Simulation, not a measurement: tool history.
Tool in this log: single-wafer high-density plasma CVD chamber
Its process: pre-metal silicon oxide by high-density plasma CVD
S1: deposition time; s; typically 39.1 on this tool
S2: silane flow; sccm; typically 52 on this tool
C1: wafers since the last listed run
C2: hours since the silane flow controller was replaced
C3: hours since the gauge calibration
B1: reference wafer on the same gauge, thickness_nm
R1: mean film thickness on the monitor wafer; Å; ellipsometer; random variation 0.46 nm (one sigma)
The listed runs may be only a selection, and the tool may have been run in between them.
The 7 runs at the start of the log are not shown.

run	hour	S1	S2	C1	C2	C3	B1	R1
8	532.7	39.1	52	1919	3390	1719.1	250.032	2200.74
9	585.4	39.1	52	1393	3442.7	1771.8	250.079	2196.64
10	639.7	39.1	49	1435	3497	1826.1	249.874	2095.83
11	696.2	39.1	58	1493	3553.5	1882.6	250.093	2389.17
12	754.8	39.1	46	1549	3612.1	1941.2	250.043	2006.25
13	812.2	39.1	46	1517	3669.5	1998.6	250.097	2001.81
# hour 846.3: gauge calibrated
# hour 877.6: silane flow controller replaced
14	917.3	39.1	46	2567	39.7	71	249.955	1962.62
15	1004.5	39.1	52	2305	126.9	158.2	249.786	2156.02
16	1052.8	39.1	52	1276	175.2	206.5	250.155	2154.71
17	1131.3	32.6	48	2075	253.7	285	249.864	1692.46
# hour 1167.7: silane flow controller replaced, repeated, since the last time left the tool worse
18	1195.1	35.9	62	1475	27.4	348.8	250.287	2381.14
19	1254.6	33.7	61	1573	86.9	408.3	249.915	2211.68
20	1327.5	44.4	43	1927	159.8	481.2	249.778	2225.47
21	1368.6	39.1	52	1086	200.9	522.3	250.115	2257.85
22	1599.5	42.6	52	6104	431.8	753.2	249.802	2456.32
23	1697	31.7	62	2577	529.3	850.7	250.022	2097.33
24	1749.1	32.8	44	1377	581.4	902.8	250.025	1665.51
25	1807.1	39.1	52	1533	639.4	960.8	250.136	2251
26	1908.2	32.6	52	2672	740.5	1061.9	249.989	1877.12
27	1971.3	42	42	1668	803.6	1125	250.138	2057.39
28	2008	39.1	59	970	840.3	1161.7	250.022	2475.83
29	2098.4	36.9	49	2389	930.7	1252.1	249.917	2021.84
30	2169.4	39.1	52	1877	1001.7	1323.1	250.01	2248.05
31	2283.5	45.6	44	3016	1115.8	1437.2	250.026	2303.05

For run 32, what comes out?
32	2324.4	39.1	52	1081	1156.7	1478.1	?	?

{"run 32": {"B1": 249.956, "R1": 2234.18}}
Were there no unlogged condition in the tool, this run, its random variation unchanged, would have produced R1 2257.73 Å.
